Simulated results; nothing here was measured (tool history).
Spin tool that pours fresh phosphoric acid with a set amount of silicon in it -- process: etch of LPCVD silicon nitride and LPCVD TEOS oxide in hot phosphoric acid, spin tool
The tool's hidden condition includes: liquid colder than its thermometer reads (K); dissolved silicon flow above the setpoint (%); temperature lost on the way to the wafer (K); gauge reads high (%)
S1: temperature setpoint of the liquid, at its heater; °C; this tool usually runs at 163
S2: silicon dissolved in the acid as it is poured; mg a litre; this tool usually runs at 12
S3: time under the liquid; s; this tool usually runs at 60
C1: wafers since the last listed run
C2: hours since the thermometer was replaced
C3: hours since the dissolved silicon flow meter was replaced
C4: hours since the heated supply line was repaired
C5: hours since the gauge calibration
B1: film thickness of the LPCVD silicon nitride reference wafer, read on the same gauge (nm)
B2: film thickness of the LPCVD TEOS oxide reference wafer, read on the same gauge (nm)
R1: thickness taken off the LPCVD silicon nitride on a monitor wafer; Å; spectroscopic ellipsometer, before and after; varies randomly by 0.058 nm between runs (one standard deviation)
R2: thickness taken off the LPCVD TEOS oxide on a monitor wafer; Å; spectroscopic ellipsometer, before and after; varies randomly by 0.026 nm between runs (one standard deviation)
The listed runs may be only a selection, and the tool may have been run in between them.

run,hour,S1,S2,S3,C1,C2,C3,C4,C5,B1,B2,R1,R2
1,0,165,12,60,0,96.1,432.1,2358.1,1930.8,130.02,50.028,59.9,2.99
2,60.8,166,12,60,960,156.9,492.9,2418.9,1991.6,130.01,49.959,61.4,2.66
3,94,164,3.5,60,524,190.1,526.1,2452.1,2024.8,130,50.008,58.2,3.42
4,154.3,163,12,85,952,250.4,586.4,2512.4,2085.1,129.96,50.01,79.7,3.19
# hour 170.1: gauge calibrated
5,219.1,164,12,60,1023,315.2,651.2,2577.2,49,130,50.012,58.2,2.23
6,268.2,163,12,60,775,364.3,700.3,2626.3,98.1,130,50.012,55.6,2.22
# hour 309.1: heated supply line repaired
7,318.7,163,12,90,782,414.8,750.8,9.6,148.6,129.99,49.976,89.9,3.09
8,374.5,161.5,9,60,881,470.6,806.6,65.4,204.4,129.99,49.988,56.4,1.95
9,404.8,162,12,60,478,500.9,836.9,95.7,234.7,130.02,49.965,57.3,2.08
10,452.4,160.5,12,60,752,548.5,884.5,143.3,282.3,130.01,50.024,54.4,2.46
11,560.6,163,15.5,35,1709,656.7,992.7,251.5,390.5,129.97,50.012,34.4,1.31
12,588.6,163,19,85,442,684.7,1020.7,279.5,418.5,129.99,50.034,84.3,3.24
13,658.7,160.5,18,60,1107,754.8,1090.8,349.6,488.6,129.98,49.973,54.1,1.74
14,717.6,164,3,35,930,813.7,1149.7,408.5,547.5,130,49.997,35.9,1.84
15,753.6,163,12,60,568,849.7,1185.7,444.5,583.5,130,49.995,59.4,2.96
# hour 799.4: thermometer replaced
16,937.6,163,12,60,2891,138.2,1369.7,628.5,767.5,130.02,50.039,58.7,2.87
17,969.7,164,17.5,40,507,170.3,1401.8,660.6,799.6,130,49.984,40.6,1.34
18,1017.3,162,4,60,752,217.9,1449.4,708.2,847.2,129.98,50.037,56.6,2.67
19,1048.6,160.5,9.5,60,494,249.2,1480.7,739.5,878.5,130.01,49.946,52.8,1.77
20,1117.7,161,19.5,40,1091,318.3,1549.8,808.6,947.6,130,50.003,35.6,1.25
21,1146.3,160.5,19,35,451,346.9,1578.4,837.2,976.2,130.02,49.995,31.3,0.96

Below are 5 alternative next runs, each starting from the tool's condition after run 21. Predict each:
A,1146.7,163,12,60,6,347.3,1578.8,837.6,976.6,?,?,?,?
B,1146.7,163,4,75,6,347.3,1578.8,837.6,976.6,?,?,?,?
C,1146.7,163,12,75,6,347.3,1578.8,837.6,976.6,?,?,?,?
D,1146.7,161,12,60,6,347.3,1578.8,837.6,976.6,?,?,?,?
E,1146.7,163,12,40,6,347.3,1578.8,837.6,976.6,?,?,?,?

run,B1,B2,R1,R2
A,130.01,49.949,56.9,2.54
B,130.01,49.949,71.1,3.77
C,130.01,49.949,71.1,3.18
D,130.01,49.949,53.2,2.19
E,130.01,49.949,37.9,1.7
Stripped of hidden state, with their random variation kept, the same runs would have yielded:
run,R1,R2
A,59,2.76
B,73.8,4.09
C,73.8,3.45
D,55.2,2.38
E,39.4,1.84
